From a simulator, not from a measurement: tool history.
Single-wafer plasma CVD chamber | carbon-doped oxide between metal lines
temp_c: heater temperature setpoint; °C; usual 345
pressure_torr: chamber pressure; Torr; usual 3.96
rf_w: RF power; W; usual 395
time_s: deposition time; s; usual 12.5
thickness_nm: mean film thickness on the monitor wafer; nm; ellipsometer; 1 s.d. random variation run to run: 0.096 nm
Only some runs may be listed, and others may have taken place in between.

| run | hour | temp_c | pressure_torr | rf_w | time_s | read-back reference wafer on the same gauge, thickness_nm | thickness_nm |
|---|---|---|---|---|---|---|---|
| 1 | 0 | 345 | 3.96 | 395 | 12.5 | 54.42 | 53.457 |
| 2 | 49.5 | 345 | 3.96 | 395 | 12.5 | 54.402 | 53.566 |
| 3 | 90.1 | 345 | 3.96 | 395 | 12.5 | 54.392 | 53.279 |
| 4 | 135.7 | 345 | 3.96 | 395 | 12.5 | 54.405 | 53.433 |
| 5 | 197.5 | 345 | 3.96 | 395 | 12.5 | 54.397 | 53.561 |
| 6 | 319.5 | 345 | 3.96 | 395 | 12.5 | 54.39 | 53.578 |
| 7 | 353.6 | 345 | 3.42 | 395 | 12.5 | 54.397 | 52.003 |
| 8 | 397.8 | 345 | 3.42 | 395 | 12.5 | 54.407 | 52.007 |
| 9 | 452.7 | 345 | 3.42 | 395 | 12.5 | 54.402 | 52.179 |
| 10 | 518.2 | 345 | 3.96 | 395 | 12.5 | 54.402 | 53.57 |
|  | 549 | thermocouple changed; heater temperature recalibrated |
| 11 | 585.3 | 345 | 3.96 | 395 | 12.5 | 54.42 | 54.331 |
| 12 | 624.7 | 357 | 3.96 | 395 | 12.5 | 54.409 | 52.626 |
| 13 | 655.9 | 332 | 3.96 | 330 | 13.4 | 54.406 | 55.303 |
| 14 | 721.5 | 345 | 3.96 | 395 | 13.8 | 54.399 | 59.99 |
|  | 775 | gauge calibrated |
| 15 | 781.7 | 345 | 3.96 | 395 | 12.5 | 54.405 | 54.513 |
|  | 844.6 | showerhead replaced |
|  | 854.6 | RF generator calibrated |
| 16 | 855.1 | 345 | 3.96 | 395 | 12.5 | 54.393 | 54.461 |

Estimate the outcome of run 17 from the log above:
|  | 898.2 | capacitance manometer re-zeroed and calibrated |
| 17 | 898.7 | 345 | 4.61 | 395 | 12.5 | ? | ? |

{"run 17": {"read-back reference wafer on the same gauge, thickness_nm": 54.397, "thickness_nm": 55.025}}
Take away the tool's hidden state, keep the run-to-run variation as it was, and the same run would have given thickness_nm 55.276 nm.
